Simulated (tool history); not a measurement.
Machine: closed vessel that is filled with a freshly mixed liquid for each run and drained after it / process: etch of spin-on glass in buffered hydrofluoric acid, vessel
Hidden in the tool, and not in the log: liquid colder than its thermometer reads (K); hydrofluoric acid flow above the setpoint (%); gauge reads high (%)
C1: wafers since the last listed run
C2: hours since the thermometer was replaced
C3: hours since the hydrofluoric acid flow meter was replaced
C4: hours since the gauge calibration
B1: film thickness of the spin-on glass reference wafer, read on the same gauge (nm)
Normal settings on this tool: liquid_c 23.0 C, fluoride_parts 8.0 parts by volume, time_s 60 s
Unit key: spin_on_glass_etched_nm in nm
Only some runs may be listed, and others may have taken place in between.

Run 1, hour 0.0: usual settings; C1 0; C2 447.8; C3 1078.5; C4 1031.9; B1 79.99. Result: spin_on_glass_etched_nm 392.49 nm.
Run 2, hour 80.0: usual settings; C1 9443; C2 527.8; C3 1158.5; C4 1111.9; B1 80.02. Result: spin_on_glass_etched_nm 393.67 nm.
Run 3, hour 128.6: usual settings; C1 5736; C2 576.4; C3 1207.1; C4 1160.5; B1 79.99. Result: spin_on_glass_etched_nm 389.73 nm.
Run 4, hour 171.6: usual settings; C1 5075; C2 619.4; C3 1250.1; C4 1203.5; B1 79.99. Result: spin_on_glass_etched_nm 387.66 nm.
Run 5, hour 247.8: usual settings; C1 8994; C2 695.6; C3 1326.3; C4 1279.7; B1 80.00. Result: spin_on_glass_etched_nm 387.11 nm.
Run 6, hour 295.6: usual settings; C1 5642; C2 743.4; C3 1374.1; C4 1327.5; B1 79.98. Result: spin_on_glass_etched_nm 389.77 nm.
Run 7, hour 352.8: usual settings; C1 6752; C2 800.6; C3 1431.3; C4 1384.7; B1 80.02. Result: spin_on_glass_etched_nm 382.89 nm.
Run 8, hour 431.7: usual settings; C1 9313; C2 879.5; C3 1510.2; C4 1463.6; B1 79.97. Result: spin_on_glass_etched_nm 382.81 nm.
At hour 473.6: thermometer replaced.
Run 9, hour 476.7: usual settings; C1 5193; C2 3.1; C3 1555.2; C4 1508.6; B1 80.00. Result: spin_on_glass_etched_nm 405.15 nm.
Run 10, hour 521.3: usual settings; C1 5264; C2 47.7; C3 1599.8; C4 1553.2; B1 80.00. Result: spin_on_glass_etched_nm 403.02 nm.
At hour 650.2: gauge calibrated.
Run 11, hour 705.8: usual settings; C1 21778; C2 232.2; C3 1784.3; C4 55.6; B1 79.99. Result: spin_on_glass_etched_nm 400.67 nm.
Run 12, hour 777.4: usual settings; C1 8451; C2 303.8; C3 1855.9; C4 127.2; B1 80.00. Result: spin_on_glass_etched_nm 399.94 nm.
Run 13, hour 880.2: usual settings; C1 12134; C2 406.6; C3 1958.7; C4 230.0; B1 80.00. Result: spin_on_glass_etched_nm 396.98 nm.
Run 14, hour 948.0: usual settings; C1 8003; C2 474.4; C3 2026.5; C4 297.8; B1 79.99. Result: spin_on_glass_etched_nm 396.18 nm.
At hour 965.9: hydrofluoric acid flow meter replaced.
Run 15, hour 1010.7: usual settings; C1 7283; C2 537.1; C3 44.8; C4 360.5; B1 79.99. Result: spin_on_glass_etched_nm 386.51 nm.
Run 16, hour 1080.1: usual settings but liquid_c 26.5 C, fluoride_parts 6.0 parts by volume, time_s 95 s; C1 8192; C2 606.5; C3 114.2; C4 429.9; B1 80.00. Result: spin_on_glass_etched_nm 966.39 nm.
Run 17, hour 1170.4: usual settings; C1 10659; C2 696.8; C3 204.5; C4 520.2; B1 80.02. Result: spin_on_glass_etched_nm 379.51 nm.
Run 18, hour 1269.6: usual settings; C1 11709; C2 796.0; C3 303.7; C4 619.4; B1 80.00. Result: spin_on_glass_etched_nm 378.09 nm.
At hour 1311.8: thermometer replaced.
Run 19, hour 1339.7: usual settings but liquid_c 19.5 C; C1 8156; C2 27.9; C3 373.8; C4 689.5; B1 79.98. Result: spin_on_glass_etched_nm 327.56 nm.
Run 20, hour 1410.6: usual settings but time_s 85 s; C1 8369; C2 98.8; C3 444.7; C4 760.4; B1 79.99. Result: spin_on_glass_etched_nm 565.10 nm.
Run 21, hour 1512.7: usual settings but liquid_c 19.0 C, fluoride_parts 6.5 parts by volume; C1 12052; C2 200.9; C3 546.8; C4 862.5; B1 79.99. Result: spin_on_glass_etched_nm 389.86 nm.
Run 22, hour 1597.2: usual settings; C1 9974; C2 285.4; C3 631.3; C4 947.0; B1 80.02. Result: spin_on_glass_etched_nm 395.04 nm.
Run 23, hour 1648.3: usual settings but liquid_c 20.0 C, fluoride_parts 9.5 parts by volume; C1 6031; C2 336.5; C3 682.4; C4 998.1; B1 80.00. Result: spin_on_glass_etched_nm 283.36 nm.
Run 24, hour 1720.1: usual settings but fluoride_parts 5.5 parts by volume; C1 8475; C2 408.3; C3 754.2; C4 1069.9; B1 79.99. Result: spin_on_glass_etched_nm 556.80 nm.
Run 25, hour 1788.0: usual settings but liquid_c 19.0 C, fluoride_parts 9.0 parts by volume, time_s 70 s; C1 8015; C2 476.2; C3 822.1; C4 1137.8; B1 79.97. Result: spin_on_glass_etched_nm 320.24 nm.
Run 26, hour 1883.8: usual settings but fluoride_parts 11.0 parts by volume, time_s 85 s; C1 11308; C2 572.0; C3 917.9; C4 1233.6; B1 80.00. Result: spin_on_glass_etched_nm 414.35 nm.
Run 27, hour 1974.0: usual settings; C1 10647; C2 662.2; C3 1008.1; C4 1323.8; B1 79.98. Result: spin_on_glass_etched_nm 385.04 nm.
Run 28, hour 2040.6: usual settings; C1 7861; C2 728.8; C3 1074.7; C4 1390.4; B1 80.01. Result: spin_on_glass_etched_nm 387.75 nm.
Run 29, hour 2097.3: usual settings but liquid_c 20.0 C, fluoride_parts 7.0 parts by volume, time_s 70 s; C1 6693; C2 785.5; C3 1131.4; C4 1447.1; B1 79.99. Result: spin_on_glass_etched_nm 434.90 nm.
Run 30, hour 2187.6: usual settings but time_s 50 s; C1 10659; C2 875.8; C3 1221.7; C4 1537.4; B1 80.00. Result: spin_on_glass_etched_nm 317.89 nm.
At hour 2207.7: thermometer replaced.
Run 31, hour 2273.3: usual settings but liquid_c 27.5 C, fluoride_parts 10.5 parts by volume; C1 9998; C2 65.6; C3 1307.4; C4 1623.1; B1 80.01. Result: spin_on_glass_etched_nm 407.22 nm.
Run 32, hour 2316.0: usual settings but liquid_c 27.0 C, time_s 80 s; C1 5040; C2 108.3; C3 1350.1; C4 1665.8; B1 79.98. Result: spin_on_glass_etched_nm 675.46 nm.
At hour 2329.2: gauge calibrated.
Run 33, hour 2377.6: usual settings but liquid_c 21.0 C, time_s 30 s; C1 7271; C2 169.9; C3 1411.7; C4 48.4; B1 80.03. Result: spin_on_glass_etched_nm 179.07 nm.

Each row is a separate what-if for the run after 33, all from the same tool condition, not one after another. Results?
Run A, hour 2378.3: usual settings but time_s 45 s; C1 82; C2 170.6; C3 1412.4; C4 49.1; B1 ?. Result: spin_on_glass_etched_nm ?.
Run B, hour 2378.3: usual settings but time_s 35 s; C1 82; C2 170.6; C3 1412.4; C4 49.1; B1 ?. Result: spin_on_glass_etched_nm ?.
Run C, hour 2378.3: usual settings but liquid_c 20.0 C, fluoride_parts 10.5 parts by volume; C1 82; C2 170.6; C3 1412.4; C4 49.1; B1 ?. Result: spin_on_glass_etched_nm ?.
Run D, hour 2378.3: usual settings but fluoride_parts 6.5 parts by volume; C1 82; C2 170.6; C3 1412.4; C4 49.1; B1 ?. Result: spin_on_glass_etched_nm ?.

run     B1  spin_on_glass_etched_nm
  A  80.00                   302.65
  B  80.00                   235.39
  C  80.00                   267.85
  D  80.00                   495.48
With the hidden condition removed and each run's random variation left untouched, the same runs would have given:
run  spin_on_glass_etched_nm
  A                   301.60
  B                   234.58
  C                   267.45
  D                   495.41
